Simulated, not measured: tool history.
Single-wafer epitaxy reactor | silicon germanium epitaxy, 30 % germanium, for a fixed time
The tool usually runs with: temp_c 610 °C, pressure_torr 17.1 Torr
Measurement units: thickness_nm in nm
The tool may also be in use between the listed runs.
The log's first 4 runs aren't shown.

| run | hour | temp_c | pressure_torr | read-back reference wafer on the same gauge, thickness_nm | thickness_nm |
|---|---|---|---|---|---|
| 5 | 321.7 | 610 | 17.1 | 53.31 | 62.815 |
| 6 | 365 | 610 | 17.1 | 53.324 | 62.897 |
| 7 | 440.6 | 610 | 17.1 | 53.263 | 62.245 |
| 8 | 492.7 | 610 | 17.1 | 53.301 | 62.254 |
| 9 | 591 | 610 | 17.1 | 53.312 | 61.77 |
| 10 | 659.2 | 610 | 17.1 | 53.295 | 62.288 |
| 11 | 749.1 | 610 | 17.1 | 53.289 | 61.71 |
|  | 971.8 | pyrometer calibrated |
| 12 | 1037.8 | 616 | 17.1 | 53.284 | 69.558 |
| 13 | 1083.5 | 616 | 17.1 | 53.243 | 69.858 |
| 14 | 1180.7 | 616 | 17.1 | 53.336 | 69.695 |
| 15 | 1223.1 | 615 | 17.1 | 53.296 | 68.331 |
| 16 | 1262.1 | 615 | 17.1 | 53.27 | 68.263 |
|  | 1343.4 | gauge calibrated |
| 17 | 1355.8 | 615 | 17.1 | 53.324 | 67.715 |
| 18 | 1393.7 | 621 | 17.1 | 53.277 | 76.924 |
|  | 1431.1 | capacitance manometer re-zeroed and calibrated |
| 19 | 1433 | 610 | 15.9 | 53.321 | 61.738 |
| 20 | 1564.3 | 600 | 17.1 | 53.306 | 50.964 |
| 21 | 1653.4 | 610 | 17.1 | 53.329 | 62.657 |
| 22 | 1722.3 | 610 | 21.3 | 53.332 | 67.185 |

Predict the results of run 23:
| 23 | 1799.9 | 610 | 17.1 | ? | ? |

{"run 23": {"read-back reference wafer on the same gauge, thickness_nm": 53.316, "thickness_nm": 62.276}}
Were there no unlogged condition in the tool, this run, its random variation unchanged, would have produced thickness_nm 63.424 nm.
